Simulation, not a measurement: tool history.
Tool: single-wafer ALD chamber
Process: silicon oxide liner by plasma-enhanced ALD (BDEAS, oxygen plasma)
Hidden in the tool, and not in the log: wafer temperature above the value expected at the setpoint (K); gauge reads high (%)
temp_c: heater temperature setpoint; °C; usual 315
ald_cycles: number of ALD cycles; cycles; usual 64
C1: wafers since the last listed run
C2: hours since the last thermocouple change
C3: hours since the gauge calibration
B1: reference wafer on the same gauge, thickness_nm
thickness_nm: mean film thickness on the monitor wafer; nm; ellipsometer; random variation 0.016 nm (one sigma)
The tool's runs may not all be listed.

Run 1, day 0: usual settings; C1 0; C2 932.3; C3 533.8; B1 5.138. Result: thickness_nm 6.221 nm.
Run 2, day 2.229: usual settings; C1 267; C2 985.8; C3 587.3; B1 5.134. Result: thickness_nm 6.18 nm.
Run 3, day 4.671: usual settings but ald_cycles 58 cycles; C1 292; C2 1044.4; C3 645.9; B1 5.123. Result: thickness_nm 5.578 nm.
Run 4, day 12.088: usual settings but temp_c 318 °C; C1 889; C2 1222.4; C3 823.9; B1 5.094. Result: thickness_nm 6.138 nm.
Run 5, day 13.092: usual settings; C1 120; C2 1246.5; C3 848; B1 5.092. Result: thickness_nm 6.161 nm.
Run 6, day 14.783: usual settings; C1 202; C2 1287.1; C3 888.6; B1 5.088. Result: thickness_nm 6.164 nm.
Run 7, day 17.371: usual settings; C1 310; C2 1349.2; C3 950.7; B1 5.073. Result: thickness_nm 6.108 nm.
At day 18.075: gauge calibrated.
Run 8, day 19.238: usual settings but temp_c 327 °C, ald_cycles 56 cycles; C1 223; C2 1394; C3 27.9; B1 5.181. Result: thickness_nm 5.4 nm.
Run 9, day 21.383: usual settings but temp_c 327 °C, ald_cycles 56 cycles; C1 257; C2 1445.5; C3 79.4; B1 5.178. Result: thickness_nm 5.391 nm.
Run 10, day 23.979: usual settings but temp_c 327 °C, ald_cycles 56 cycles; C1 311; C2 1507.8; C3 141.7; B1 5.179. Result: thickness_nm 5.391 nm.
Run 11, day 26.517: usual settings; C1 304; C2 1568.7; C3 202.6; B1 5.176. Result: thickness_nm 6.238 nm.
Run 12, day 28.521: usual settings but temp_c 326 °C, ald_cycles 61 cycles; C1 240; C2 1616.8; C3 250.7; B1 5.174. Result: thickness_nm 5.848 nm.
At day 29.096: thermocouple changed; heater temperature recalibrated.
Run 13, day 31.308: usual settings but temp_c 304 °C, ald_cycles 56 cycles; C1 294; C2 53.1; C3 317.6; B1 5.172. Result: thickness_nm 5.514 nm.
Run 14, day 33.362: usual settings but temp_c 305 °C, ald_cycles 68 cycles; C1 246; C2 102.4; C3 366.9; B1 5.163. Result: thickness_nm 6.707 nm.
Run 15, day 36.238: usual settings but temp_c 323 °C, ald_cycles 52 cycles; C1 344; C2 171.4; C3 435.9; B1 5.159. Result: thickness_nm 5.02 nm.
Run 16, day 42.421: usual settings but temp_c 301 °C, ald_cycles 53 cycles; C1 741; C2 319.8; C3 584.3; B1 5.146. Result: thickness_nm 5.225 nm.
Run 17, day 45.162: usual settings but ald_cycles 54 cycles; C1 328; C2 385.6; C3 650.1; B1 5.139. Result: thickness_nm 5.262 nm.
Run 18, day 48.538: usual settings but temp_c 311 °C; C1 404; C2 466.6; C3 731.1; B1 5.125. Result: thickness_nm 6.226 nm.
Run 19, day 51.267: usual settings; C1 327; C2 532.1; C3 796.6; B1 5.113. Result: thickness_nm 6.166 nm.
Run 20, day 54.183: usual settings; C1 349; C2 602.1; C3 866.6; B1 5.099. Result: thickness_nm 6.148 nm.

Hidden state at the last listed run before each entry between runs and at the first one after, where it differs:
Between runs 7 and 8: gauge calibrated (day 18.075)
  gauge reads high (%): -1.86 -> 0.179
  measured less the result without the state, thickness_nm: -0.116 -> +0.009 nm
Between runs 12 and 13: thermocouple changed; heater temperature recalibrated (day 29.096)
  gauge reads high (%): 0.0564 -> -0.0187
  measured less the result without the state, thickness_nm: +0.003 -> -0.001 nm
